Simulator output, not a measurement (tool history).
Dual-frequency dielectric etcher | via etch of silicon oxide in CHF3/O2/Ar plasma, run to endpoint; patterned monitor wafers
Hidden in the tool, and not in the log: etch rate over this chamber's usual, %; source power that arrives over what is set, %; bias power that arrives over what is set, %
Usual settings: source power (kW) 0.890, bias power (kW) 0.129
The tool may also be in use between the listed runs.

| run | hour | source power (kW) | bias power (kW) | wafers since the last listed run | hours since the last wet clean | hours since the last source power generator calibration | hours since the last bias power generator calibration | hours since the last upper electrode change | incoming incoming film thickness, nm | endpoint time (s) |
|---|---|---|---|---|---|---|---|---|---|---|
| 1 | 0.0 | 0.810 | 0.129 | 0 | 255.8 | 2446.2 | 1279.1 | 3180.9 | 777.5 | 391.9 |
| 2 | 14.4 | 0.810 | 0.129 | 52 | 270.2 | 2460.6 | 1293.5 | 3195.3 | 773.6 | 391.9 |
| 3 | 34.7 | 0.810 | 0.129 | 73 | 290.5 | 2480.9 | 1313.8 | 3215.6 | 777.5 | 396.7 |
| 4 | 53.2 | 0.890 | 0.149 | 67 | 309.0 | 2499.4 | 1332.3 | 3234.1 | 775.0 | 363.0 |
| 5 | 74.6 | 0.890 | 0.149 | 77 | 330.4 | 2520.8 | 1353.7 | 3255.5 | 778.6 | 369.7 |
| 6 | 98.2 | 0.890 | 0.113 | 85 | 354.0 | 2544.4 | 1377.3 | 3279.1 | 777.7 | 400.0 |
| 7 | 119.0 | 0.890 | 0.113 | 75 | 374.8 | 2565.2 | 1398.1 | 3299.9 | 781.3 | 398.7 |
| 8 | 141.8 | 0.890 | 0.113 | 82 | 397.6 | 2588.0 | 1420.9 | 3322.7 | 779.1 | 397.2 |
| 9 | 175.0 | 1.070 | 0.107 | 120 | 430.8 | 2621.2 | 1454.1 | 3355.9 | 779.3 | 378.3 |
| 10 | 205.8 | 1.070 | 0.107 | 111 | 461.6 | 2652.0 | 1484.9 | 3386.7 | 780.9 | 380.7 |
| 11 | 224.2 | 0.890 | 0.129 | 66 | 480.0 | 2670.4 | 1503.3 | 3405.1 | 781.8 | 379.3 |
|  | 252.3 | bias power generator calibrated |
| 12 | 259.7 | 0.890 | 0.129 | 114 | 515.5 | 2705.9 | 7.4 | 3440.6 | 776.3 | 380.5 |
| 13 | 294.3 | 0.890 | 0.129 | 125 | 550.1 | 2740.5 | 42.0 | 3475.2 | 783.7 | 379.7 |
| 14 | 314.4 | 0.890 | 0.129 | 72 | 570.2 | 2760.6 | 62.1 | 3495.3 | 784.7 | 385.1 |
| 15 | 329.3 | 0.890 | 0.129 | 54 | 585.1 | 2775.5 | 77.0 | 3510.2 | 769.5 | 372.6 |
| 16 | 359.7 | 0.890 | 0.152 | 110 | 615.5 | 2805.9 | 107.4 | 3540.6 | 773.5 | 357.9 |
|  | 366.0 | source power generator calibrated |
| 17 | 379.4 | 0.890 | 0.152 | 56 | 635.2 | 13.4 | 127.1 | 3560.3 | 781.6 | 359.6 |
|  | 419.6 | wet clean of the chamber |
| 18 | 420.1 | 0.890 | 0.152 | 60 | 0.5 | 54.1 | 167.8 | 3601.0 | 776.2 | 346.3 |
| 19 | 430.6 | 0.720 | 0.150 | 38 | 11.0 | 64.6 | 178.3 | 3611.5 | 784.6 | 380.9 |
| 20 | 446.3 | 0.810 | 0.129 | 56 | 26.7 | 80.3 | 194.0 | 3627.2 | 786.7 | 383.5 |
| 21 | 465.9 | 0.820 | 0.157 | 71 | 46.3 | 99.9 | 213.6 | 3646.8 | 784.4 | 361.0 |
| 22 | 500.4 | 1.060 | 0.138 | 125 | 80.8 | 134.4 | 248.1 | 3681.3 | 779.1 | 337.6 |
|  | 528.9 | upper electrode replaced |
| 23 | 532.1 | 0.890 | 0.129 | 27 | 112.5 | 166.1 | 279.8 | 3.2 | 777.5 | 366.1 |
| 24 | 561.9 | 0.740 | 0.153 | 108 | 142.3 | 195.9 | 309.6 | 33.0 | 789.0 | 372.8 |
|  | 597.7 | wet clean of the chamber, repeated, since the last time left the tool worse |
| 25 | 598.2 | 0.670 | 0.149 | 44 | 0.5 | 232.2 | 345.9 | 69.3 | 779.8 | 407.7 |
| 26 | 612.8 | 1.070 | 0.129 | 52 | 15.1 | 246.8 | 360.5 | 83.9 | 777.7 | 365.7 |
| 27 | 627.8 | 0.690 | 0.107 | 54 | 30.1 | 261.8 | 375.5 | 98.9 | 774.2 | 445.1 |
| 28 | 649.2 | 0.890 | 0.129 | 77 | 51.5 | 283.2 | 396.9 | 120.3 | 772.5 | 390.7 |
| 29 | 673.7 | 0.890 | 0.151 | 88 | 76.0 | 307.7 | 421.4 | 144.8 | 782.6 | 373.8 |
| 30 | 687.6 | 0.970 | 0.129 | 50 | 89.9 | 321.6 | 435.3 | 158.7 | 782.6 | 378.9 |
| 31 | 701.8 | 0.700 | 0.117 | 51 | 104.1 | 335.8 | 449.5 | 172.9 | 779.6 | 431.8 |
| 32 | 720.6 | 0.890 | 0.148 | 68 | 122.9 | 354.6 | 468.3 | 191.7 | 780.2 | 379.1 |
| 33 | 739.0 | 0.890 | 0.116 | 66 | 141.3 | 373.0 | 486.7 | 210.1 | 775.8 | 394.9 |
| 34 | 772.8 | 0.800 | 0.129 | 122 | 175.1 | 406.8 | 520.5 | 243.9 | 791.1 | 406.7 |
| 35 | 800.9 | 0.950 | 0.158 | 101 | 203.2 | 434.9 | 548.6 | 272.0 | 773.7 | 352.7 |
| 36 | 813.3 | 0.890 | 0.129 | 44 | 215.6 | 447.3 | 561.0 | 284.4 | 777.7 | 385.1 |

What the log doesn't show, run by run:
source power that arrives over what is set, %: 0 in every run
bias power that arrives over what is set, %: 0 in every run
H1: etch rate over this chamber's usual, %
| run | H1 |
|---|---|
| 1 | 1.64 |
| 2 | 1.7 |
| 3 | 1.79 |
| 4 | 1.87 |
| 5 | 1.97 |
| 6 | 2.07 |
| 7 | 2.16 |
| 8 | 2.26 |
| 9 | 2.4 |
| 10 | 2.54 |
| 11 | 2.62 |
| 12 | 2.77 |
| 13 | 2.92 |
| 14 | 3.01 |
| 15 | 3.07 |
| 16 | 3.21 |
| 17 | 3.29 |
| 18 | 6.14 |
| 19 | 6.18 |
| 20 | 6.25 |
| 21 | 6.34 |
| 22 | 6.49 |
| 23 | 6.62 |
| 24 | 6.75 |
| 25 | -0.0463 |
| 26 | 0.0172 |
| 27 | 0.0824 |
| 28 | 0.175 |
| 29 | 0.282 |
| 30 | 0.342 |
| 31 | 0.404 |
| 32 | 0.486 |
| 33 | 0.566 |
| 34 | 0.713 |
| 35 | 0.835 |
| 36 | 0.889 |

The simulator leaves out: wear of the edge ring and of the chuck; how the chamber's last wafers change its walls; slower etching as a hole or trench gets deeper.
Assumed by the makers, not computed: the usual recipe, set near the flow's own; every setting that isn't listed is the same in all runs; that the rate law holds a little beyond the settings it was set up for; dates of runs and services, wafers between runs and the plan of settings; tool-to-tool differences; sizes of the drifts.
